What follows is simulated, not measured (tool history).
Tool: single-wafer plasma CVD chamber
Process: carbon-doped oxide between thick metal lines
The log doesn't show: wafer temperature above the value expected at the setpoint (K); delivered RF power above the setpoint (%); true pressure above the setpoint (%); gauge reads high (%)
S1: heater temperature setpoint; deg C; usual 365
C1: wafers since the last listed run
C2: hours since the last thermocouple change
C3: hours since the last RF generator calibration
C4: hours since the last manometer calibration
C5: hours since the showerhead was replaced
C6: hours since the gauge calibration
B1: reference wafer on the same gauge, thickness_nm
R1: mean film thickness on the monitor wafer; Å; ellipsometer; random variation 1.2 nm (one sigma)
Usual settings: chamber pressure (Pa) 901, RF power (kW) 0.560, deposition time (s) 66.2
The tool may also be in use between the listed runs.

run 1 hour=0.0 | S1=365 chamber_pressure_(Pa)=901 RF_power_(kW)=0.560 deposition_time_(s)=66.2 | C1=0 C2=1568.7 C3=37.4 C4=2386.1 C5=5763.9 C6=1049.4 | B1=390.000 | R1=3127.09
-- hour=21.9 capacitance manometer re-zeroed and calibrated
run 2 hour=33.1 | S1=365 chamber_pressure_(Pa)=901 RF_power_(kW)=0.560 deposition_time_(s)=66.2 | C1=529 C2=1601.8 C3=70.5 C4=11.2 C5=5797.0 C6=1082.5 | B1=389.673 | R1=3112.88
run 3 hour=68.3 | S1=365 chamber_pressure_(Pa)=901 RF_power_(kW)=0.560 deposition_time_(s)=66.2 | C1=742 C2=1637.0 C3=105.7 C4=46.4 C5=5832.2 C6=1117.7 | B1=389.897 | R1=3111.86
-- hour=91.6 showerhead replaced
run 4 hour=92.1 | S1=365 chamber_pressure_(Pa)=901 RF_power_(kW)=0.560 deposition_time_(s)=66.2 | C1=333 C2=1660.8 C3=129.5 C4=70.2 C5=0.5 C6=1141.5 | B1=389.578 | R1=3092.13
run 5 hour=112.8 | S1=365 chamber_pressure_(Pa)=901 RF_power_(kW)=0.560 deposition_time_(s)=66.2 | C1=436 C2=1681.5 C3=150.2 C4=90.9 C5=21.2 C6=1162.2 | B1=389.990 | R1=3110.49
run 6 hour=146.2 | S1=365 chamber_pressure_(Pa)=752 RF_power_(kW)=0.560 deposition_time_(s)=66.2 | C1=704 C2=1714.9 C3=183.6 C4=124.3 C5=54.6 C6=1195.6 | B1=390.530 | R1=3070.53
run 7 hour=165.2 | S1=365 chamber_pressure_(Pa)=901 RF_power_(kW)=0.480 deposition_time_(s)=66.2 | C1=400 C2=1733.9 C3=202.6 C4=143.3 C5=73.6 C6=1214.6 | B1=389.954 | R1=2825.15
-- hour=169.0 gauge calibrated
-- hour=189.1 thermocouple changed; heater temperature recalibrated
-- hour=194.0 RF generator calibrated, repeated, since the last time left the tool worse
run 8 hour=199.8 | S1=365 chamber_pressure_(Pa)=901 RF_power_(kW)=0.560 deposition_time_(s)=66.2 | C1=458 C2=10.7 C3=5.8 C4=177.9 C5=108.2 C6=30.8 | B1=390.290 | R1=3296.44
run 9 hour=233.8 | S1=365 chamber_pressure_(Pa)=965 RF_power_(kW)=0.560 deposition_time_(s)=75.8 | C1=717 C2=44.7 C3=39.8 C4=211.9 C5=142.2 C6=64.8 | B1=390.103 | R1=3789.09
run 10 hour=265.8 | S1=365 chamber_pressure_(Pa)=901 RF_power_(kW)=0.560 deposition_time_(s)=66.2 | C1=674 C2=76.7 C3=71.8 C4=243.9 C5=174.2 C6=96.8 | B1=390.509 | R1=3302.62
run 11 hour=281.2 | S1=365 chamber_pressure_(Pa)=901 RF_power_(kW)=0.560 deposition_time_(s)=66.2 | C1=324 C2=92.1 C3=87.2 C4=259.3 C5=189.6 C6=112.2 | B1=389.683 | R1=3279.76
run 12 hour=303.5 | S1=351 chamber_pressure_(Pa)=901 RF_power_(kW)=0.560 deposition_time_(s)=73.4 | C1=470 C2=114.4 C3=109.5 C4=281.6 C5=211.9 C6=134.5 | B1=390.087 | R1=3789.04
run 13 hour=381.8 | S1=378 chamber_pressure_(Pa)=1057 RF_power_(kW)=0.475 deposition_time_(s)=76.1 | C1=1651 C2=192.7 C3=187.8 C4=359.9 C5=290.2 C6=212.8 | B1=390.093 | R1=3370.99
run 14 hour=398.0 | S1=365 chamber_pressure_(Pa)=901 RF_power_(kW)=0.560 deposition_time_(s)=66.2 | C1=341 C2=208.9 C3=204.0 C4=376.1 C5=306.4 C6=229.0 | B1=389.993 | R1=3310.96
run 15 hour=412.2 | S1=355 chamber_pressure_(Pa)=901 RF_power_(kW)=0.560 deposition_time_(s)=66.2 | C1=299 C2=223.1 C3=218.2 C4=390.3 C5=320.6 C6=243.2 | B1=389.741 | R1=3359.47
run 16 hour=433.5 | S1=372 chamber_pressure_(Pa)=901 RF_power_(kW)=0.670 deposition_time_(s)=66.2 | C1=449 C2=244.4 C3=239.5 C4=411.6 C5=341.9 C6=264.5 | B1=389.990 | R1=3581.12
run 17 hour=450.3 | S1=365 chamber_pressure_(Pa)=1096 RF_power_(kW)=0.560 deposition_time_(s)=61.4 | C1=354 C2=261.2 C3=256.3 C4=428.4 C5=358.7 C6=281.3 | B1=390.036 | R1=3068.67
run 18 hour=463.2 | S1=365 chamber_pressure_(Pa)=1104 RF_power_(kW)=0.560 deposition_time_(s)=66.2 | C1=272 C2=274.1 C3=269.2 C4=441.3 C5=371.6 C6=294.2 | B1=389.999 | R1=3302.83
run 19 hour=486.8 | S1=365 chamber_pressure_(Pa)=1015 RF_power_(kW)=0.665 deposition_time_(s)=77.4 | C1=497 C2=297.7 C3=292.8 C4=464.9 C5=395.2 C6=317.8 | B1=389.995 | R1=4252.41
run 20 hour=499.1 | S1=365 chamber_pressure_(Pa)=1091 RF_power_(kW)=0.650 deposition_time_(s)=74.6 | C1=259 C2=310.0 C3=305.1 C4=477.2 C5=407.5 C6=330.1 | B1=390.082 | R1=4041.51
run 21 hour=512.3 | S1=374 chamber_pressure_(Pa)=901 RF_power_(kW)=0.470 deposition_time_(s)=78.6 | C1=278 C2=323.2 C3=318.3 C4=490.4 C5=420.7 C6=343.3 | B1=390.166 | R1=3437.97
run 22 hour=616.2 | S1=371 chamber_pressure_(Pa)=1047 RF_power_(kW)=0.515 deposition_time_(s)=54.7 | C1=2191 C2=427.1 C3=422.2 C4=594.3 C5=524.6 C6=447.2 | B1=389.833 | R1=2556.48
run 23 hour=635.6 | S1=379 chamber_pressure_(Pa)=1069 RF_power_(kW)=0.560 deposition_time_(s)=66.2 | C1=409 C2=446.5 C3=441.6 C4=613.7 C5=544.0 C6=466.6 | B1=390.125 | R1=3199.42
run 24 hour=651.7 | S1=365 chamber_pressure_(Pa)=689 RF_power_(kW)=0.560 deposition_time_(s)=73.7 | C1=339 C2=462.6 C3=457.7 C4=629.8 C5=560.1 C6=482.7 | B1=389.998 | R1=3573.07
run 25 hour=672.4 | S1=365 chamber_pressure_(Pa)=1091 RF_power_(kW)=0.650 deposition_time_(s)=74.6 | C1=436 C2=483.3 C3=478.4 C4=650.5 C5=580.8 C6=503.4 | B1=389.776 | R1=4031.44
run 26 hour=695.4 | S1=379 chamber_pressure_(Pa)=901 RF_power_(kW)=0.560 deposition_time_(s)=66.2 | C1=485 C2=506.3 C3=501.4 C4=673.5 C5=603.8 C6=526.4 | B1=389.717 | R1=3189.59
run 27 hour=717.8 | S1=376 chamber_pressure_(Pa)=756 RF_power_(kW)=0.660 deposition_time_(s)=53.2 | C1=472 C2=528.7 C3=523.8 C4=695.9 C5=626.2 C6=548.8 | B1=389.890 | R1=2810.66
run 28 hour=774.2 | S1=365 chamber_pressure_(Pa)=901 RF_power_(kW)=0.485 deposition_time_(s)=58.7 | C1=1189 C2=585.1 C3=580.2 C4=752.3 C5=682.6 C6=605.2 | B1=389.684 | R1=2655.01

Measured less the same run without the tool's hidden state. The same run-to-run variation is in both; the gauge's scatter may not be:
run=1 R1=-191.53
run=2 R1=-193.21
run=3 R1=-195.87
run=4 R1=-196.45
run=5 R1=-199.22
run=6 R1=-199.21
run=7 R1=-202.33
run=8 R1=-5.86
run=9 R1=-9.39
run=10 R1=-10.36
run=11 R1=-11.34
run=12 R1=-14.84
run=13 R1=-19.70
run=14 R1=-19.46
run=15 R1=-20.74
run=16 R1=-23.02
run=17 R1=-21.37
run=18 R1=-23.90
run=19 R1=-31.93
run=20 R1=-32.27
run=21 R1=-29.96
run=22 R1=-27.56
run=23 R1=-34.72
run=24 R1=-40.02
run=25 R1=-46.87
run=26 R1=-38.77
run=27 R1=-34.99
run=28 R1=-38.61

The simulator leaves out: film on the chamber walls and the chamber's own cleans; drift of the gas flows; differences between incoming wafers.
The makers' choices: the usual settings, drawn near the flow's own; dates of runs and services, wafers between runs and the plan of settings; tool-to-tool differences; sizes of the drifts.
